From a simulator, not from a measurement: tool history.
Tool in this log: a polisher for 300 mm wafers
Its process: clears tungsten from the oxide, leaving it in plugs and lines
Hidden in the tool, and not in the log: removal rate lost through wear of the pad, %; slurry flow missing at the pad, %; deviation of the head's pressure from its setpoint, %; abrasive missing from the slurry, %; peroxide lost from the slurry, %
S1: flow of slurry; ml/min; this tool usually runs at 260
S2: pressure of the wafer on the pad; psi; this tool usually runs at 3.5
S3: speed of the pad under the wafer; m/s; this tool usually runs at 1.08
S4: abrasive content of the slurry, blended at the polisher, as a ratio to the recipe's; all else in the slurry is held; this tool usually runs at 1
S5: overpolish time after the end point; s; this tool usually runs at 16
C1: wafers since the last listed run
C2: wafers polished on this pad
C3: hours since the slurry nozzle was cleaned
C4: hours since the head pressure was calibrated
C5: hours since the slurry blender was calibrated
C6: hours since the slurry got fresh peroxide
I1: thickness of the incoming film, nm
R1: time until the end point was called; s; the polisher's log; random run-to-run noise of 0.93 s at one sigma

Run 1, hour 0: usual settings but S3 0.9 m/s; C1 0; C2 1748; C3 173.7; C4 710.2; C5 152; C6 101.5; I1 400. Result: R1 132.3 s.
At hour 15.3: slurry blender recalibrated.
At hour 28.5: worn pad replaced by a new one.
Run 2, hour 29: usual settings but S3 1.24 m/s; C1 308; C2 7; C3 202.7; C4 739.2; C5 13.7; C6 130.5; I1 403. Result: R1 96.1 s.
At hour 51.6: slurry tank refilled with fresh slurry and peroxide.
Run 3, hour 58: usual settings but S3 1.24 m/s; C1 375; C2 382; C3 231.7; C4 768.2; C5 42.7; C6 6.4; I1 398.5. Result: R1 96.4 s.
Run 4, hour 84.6: usual settings but S3 1.24 m/s; C1 356; C2 738; C3 258.3; C4 794.8; C5 69.3; C6 33; I1 404.3. Result: R1 97.7 s.
Run 5, hour 103.4: usual settings; C1 251; C2 990; C3 277.1; C4 813.6; C5 88.1; C6 51.8; I1 397.8. Result: R1 110.7 s.
Run 6, hour 118.6: usual settings; C1 203; C2 1193; C3 292.3; C4 828.8; C5 103.3; C6 67; I1 402.6. Result: R1 114.5 s.
At hour 154.4: worn pad replaced by a new one.
Run 7, hour 154.9: usual settings; C1 432; C2 6; C3 328.6; C4 865.1; C5 139.6; C6 103.3; I1 395.3. Result: R1 110.9 s.
Run 8, hour 168.7: usual settings but S3 1.18 m/s; C1 184; C2 191; C3 342.4; C4 878.9; C5 153.4; C6 117.1; I1 403.6. Result: R1 103.2 s.
At hour 170.9: slurry blender recalibrated.
Run 9, hour 187.9: usual settings but S3 1.18 m/s; C1 230; C2 421; C3 361.6; C4 898.1; C5 17; C6 136.3; I1 406.8. Result: R1 103.7 s.
Run 10, hour 208.2: usual settings but S1 330 ml/min; C1 271; C2 693; C3 381.9; C4 918.4; C5 37.3; C6 156.6; I1 397.9. Result: R1 109.3 s.
At hour 212: slurry tank refilled with fresh slurry and peroxide.
Run 11, hour 224.7: usual settings but S1 330 ml/min; C1 207; C2 901; C3 398.4; C4 934.9; C5 53.8; C6 12.7; I1 402.7. Result: R1 111.8 s.
Run 12, hour 250: usual settings but S1 330 ml/min; C1 338; C2 1240; C3 423.7; C4 960.2; C5 79.1; C6 38; I1 403.4. Result: R1 111.1 s.
At hour 253.5: slurry nozzle cleaned.
Run 13, hour 277.1: usual settings; C1 349; C2 1589; C3 23.6; C4 987.3; C5 106.2; C6 65.1; I1 393.6. Result: R1 107.7 s.
At hour 283.5: worn pad replaced by a new one.
Run 14, hour 295.1: usual settings but S4 0.75; C1 187; C2 155; C3 41.6; C4 1005.3; C5 124.2; C6 83.1; I1 399.5. Result: R1 119.2 s.
Run 15, hour 331: usual settings; C1 480; C2 636; C3 77.5; C4 1041.2; C5 160.1; C6 119; I1 403.7. Result: R1 110.5 s.
At hour 341.4: slurry blender recalibrated.
Run 16, hour 343.4: usual settings; C1 139; C2 775; C3 89.9; C4 1053.6; C5 2; C6 131.4; I1 395.1. Result: R1 107.4 s.
Run 17, hour 360.1: usual settings but S4 0.9; C1 223; C2 999; C3 106.6; C4 1070.3; C5 18.7; C6 148.1; I1 404.2. Result: R1 114.1 s.
At hour 368.9: slurry tank refilled with fresh slurry and peroxide.
At hour 381.8: head pressure recalibrated.
Run 18, hour 382.3: usual settings but S1 210 ml/min; C1 257; C2 1256; C3 128.8; C4 0.5; C5 40.9; C6 13.4; I1 397.9. Result: R1 112.4 s.
Run 19, hour 408.2: usual settings but S1 205 ml/min, S3 1.42 m/s; C1 346; C2 1603; C3 154.7; C4 26.4; C5 66.8; C6 39.3; I1 402.7. Result: R1 86.6 s.
At hour 429.1: worn pad replaced by a new one.
Run 20, hour 431: usual settings but S3 1.3 m/s, S5 10 s; C1 251; C2 25; C3 177.5; C4 49.2; C5 89.6; C6 62.1; I1 402. Result: R1 92.8 s.
Run 21, hour 459.8: usual settings but S3 1.4 m/s, S4 1.2; C1 385; C2 411; C3 206.3; C4 78; C5 118.4; C6 90.9; I1 391.7. Result: R1 79.4 s.
At hour 498.6: slurry tank refilled with fresh slurry and peroxide.
At hour 505: slurry blender recalibrated.
Run 22, hour 552.9: usual settings but S1 215 ml/min, S2 2.5 psi; C1 1206; C2 1618; C3 299.4; C4 171.1; C5 47.9; C6 54.3; I1 405.4. Result: R1 161.4 s.
At hour 585.4: worn pad replaced by a new one.
Run 23, hour 585.9: usual settings but S1 190 ml/min, S2 2.9 psi, S3 0.9 m/s, S4 1.25; C1 388; C2 6; C3 332.4; C4 204.1; C5 80.9; C6 87.3; I1 398.9. Result: R1 156.1 s.
Run 24, hour 609.3: usual settings but S1 335 ml/min, S2 3 psi, S3 0.78 m/s, S5 7 s; C1 313; C2 319; C3 355.8; C4 227.5; C5 104.3; C6 110.7; I1 401. Result: R1 180.5 s.
Run 25, hour 636.3: usual settings but S5 9 s; C1 361; C2 681; C3 382.8; C4 254.5; C5 131.3; C6 137.7; I1 392.6. Result: R1 110.6 s.
At hour 639.2: slurry tank refilled with fresh slurry and peroxide.
Run 26, hour 672: usual settings; C1 464; C2 1145; C3 418.5; C4 290.2; C5 167; C6 32.8; I1 397.6. Result: R1 113.8 s.

4 ways to go on from here, each from the tool as it stands after run 26. What would each give?
Run A, hour 672.4: usual settings but S5 10 s; C1 5; C2 1151; C3 418.9; C4 290.6; C5 167.4; C6 33.2; I1 406.9. Result: R1 ?.
Run B, hour 672.4: usual settings but S1 215 ml/min, S3 0.84 m/s, S4 0.85; C1 5; C2 1151; C3 418.9; C4 290.6; C5 167.4; C6 33.2; I1 406.9. Result: R1 ?.
Run C, hour 672.4: usual settings but S1 200 ml/min, S2 4.5 psi, S3 1.2 m/s; C1 5; C2 1151; C3 418.9; C4 290.6; C5 167.4; C6 33.2; I1 406.9. Result: R1 ?.
Run D, hour 672.4: usual settings but S1 320 ml/min, S2 2.7 psi, S3 0.76 m/s, S5 7 s; C1 5; C2 1151; C3 418.9; C4 290.6; C5 167.4; C6 33.2; I1 406.9. Result: R1 ?.

run     R1
  A  116.9
  B  160.6
  C   83.8
  D  211.4
The same runs, with their run-to-run variation unchanged, on a tool lacking any hidden condition would have given:
run     R1
  A  112.5
  B  153.9
  C   80.2
  D  204.5
